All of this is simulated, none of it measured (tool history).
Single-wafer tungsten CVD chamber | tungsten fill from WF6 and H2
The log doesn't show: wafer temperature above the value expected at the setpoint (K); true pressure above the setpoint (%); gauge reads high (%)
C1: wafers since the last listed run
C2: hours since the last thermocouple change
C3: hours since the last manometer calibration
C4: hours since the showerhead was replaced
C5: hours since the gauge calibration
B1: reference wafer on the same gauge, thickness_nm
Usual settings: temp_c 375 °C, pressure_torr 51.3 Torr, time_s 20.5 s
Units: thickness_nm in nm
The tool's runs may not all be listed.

Run 1, hour 0: usual settings; C1 0; C2 1280.5; C3 1609.4; C4 4511.4; C5 15.9; B1 59.881. Result: thickness_nm 48.129 nm.
Run 2, hour 9.1: usual settings; C1 157; C2 1289.6; C3 1618.5; C4 4520.5; C5 25; B1 59.882. Result: thickness_nm 48.243 nm.
Run 3, hour 15.5: usual settings but time_s 18.6 s; C1 111; C2 1296; C3 1624.9; C4 4526.9; C5 31.4; B1 59.896. Result: thickness_nm 43.721 nm.
Run 4, hour 29.5: usual settings but time_s 18.6 s; C1 243; C2 1310; C3 1638.9; C4 4540.9; C5 45.4; B1 59.886. Result: thickness_nm 43.671 nm.
Run 5, hour 45.4: usual settings but temp_c 368 °C; C1 276; C2 1325.9; C3 1654.8; C4 4556.8; C5 61.3; B1 59.913. Result: thickness_nm 40.892 nm.
Run 6, hour 62.1: usual settings; C1 289; C2 1342.6; C3 1671.5; C4 4573.5; C5 78; B1 59.912. Result: thickness_nm 48.189 nm.
Run 7, hour 70.3: usual settings; C1 142; C2 1350.8; C3 1679.7; C4 4581.7; C5 86.2; B1 59.893. Result: thickness_nm 48.197 nm.
Run 8, hour 85.6: usual settings; C1 265; C2 1366.1; C3 1695; C4 4597; C5 101.5; B1 59.921. Result: thickness_nm 48.227 nm.
At hour 103.4: showerhead replaced.
Run 9, hour 103.9: usual settings but pressure_torr 59.6 Torr; C1 178; C2 1384.4; C3 1713.3; C4 0.5; C5 119.8; B1 59.873. Result: thickness_nm 51.264 nm.
Run 10, hour 114.7: usual settings but pressure_torr 59.6 Torr; C1 187; C2 1395.2; C3 1724.1; C4 11.3; C5 130.6; B1 59.909. Result: thickness_nm 51.18 nm.
At hour 132.1: thermocouple changed; heater temperature recalibrated.
Run 11, hour 132.6: usual settings; C1 171; C2 0.5; C3 1742; C4 29.2; C5 148.5; B1 59.918. Result: thickness_nm 52.895 nm.
Run 12, hour 149: usual settings but temp_c 387 °C, time_s 24 s; C1 284; C2 16.9; C3 1758.4; C4 45.6; C5 164.9; B1 59.908. Result: thickness_nm 80.859 nm.
Run 13, hour 159.1: usual settings but temp_c 381 °C, pressure_torr 47.1 Torr; C1 175; C2 27; C3 1768.5; C4 55.7; C5 175; B1 59.902. Result: thickness_nm 58.663 nm.
Run 14, hour 165.4: usual settings; C1 109; C2 33.3; C3 1774.8; C4 62; C5 181.3; B1 59.893. Result: thickness_nm 52.649 nm.
Run 15, hour 177.2: usual settings but temp_c 380 °C, pressure_torr 58.2 Torr, time_s 21.8 s; C1 204; C2 45.1; C3 1786.6; C4 73.8; C5 193.1; B1 59.896. Result: thickness_nm 65.709 nm.
At hour 193.4: capacitance manometer re-zeroed and calibrated.
Run 16, hour 194: usual settings; C1 152; C2 61.9; C3 0.6; C4 90.6; C5 209.9; B1 59.896. Result: thickness_nm 50.506 nm.
Run 17, hour 203.3: usual settings but temp_c 383 °C, pressure_torr 57.2 Torr, time_s 17.8 s; C1 161; C2 71.2; C3 9.9; C4 99.9; C5 219.2; B1 59.899. Result: thickness_nm 54.711 nm.
Run 18, hour 215.5: usual settings but pressure_torr 46.5 Torr; C1 211; C2 83.4; C3 22.1; C4 112.1; C5 231.4; B1 59.881. Result: thickness_nm 48.616 nm.
Run 19, hour 224.6: usual settings but temp_c 388 °C, time_s 24.5 s; C1 157; C2 92.5; C3 31.2; C4 121.2; C5 240.5; B1 59.867. Result: thickness_nm 80.411 nm.
At hour 233.6: gauge calibrated.
Run 20, hour 242.5: usual settings but temp_c 382 °C; C1 310; C2 110.4; C3 49.1; C4 139.1; C5 8.9; B1 59.884. Result: thickness_nm 58.727 nm.
Run 21, hour 269.8: usual settings; C1 473; C2 137.7; C3 76.4; C4 166.4; C5 36.2; B1 59.914. Result: thickness_nm 50.047 nm.
Run 22, hour 281.2: usual settings but temp_c 383 °C, pressure_torr 39.8 Torr; C1 197; C2 149.1; C3 87.8; C4 177.8; C5 47.6; B1 59.892. Result: thickness_nm 54.213 nm.
Run 23, hour 295.7: usual settings; C1 251; C2 163.6; C3 102.3; C4 192.3; C5 62.1; B1 59.895. Result: thickness_nm 49.79 nm.

The same runs without the tool's hidden state, with the same run-to-run variation:
run  thickness_nm
  1        50.749
  2        50.857
  3        46.083
  4        46.014
  5        43.203
  6        50.729
  7        50.726
  8        50.736
  9        53.902
 10        53.797
 11        50.755
 12        77.769
 13        56.438
 14        50.734
 15        63.406
 16         50.75
 17        55.041
 18        49.009
 19        81.128
 20        59.405
 21        50.831
 22        55.108
 23        50.736
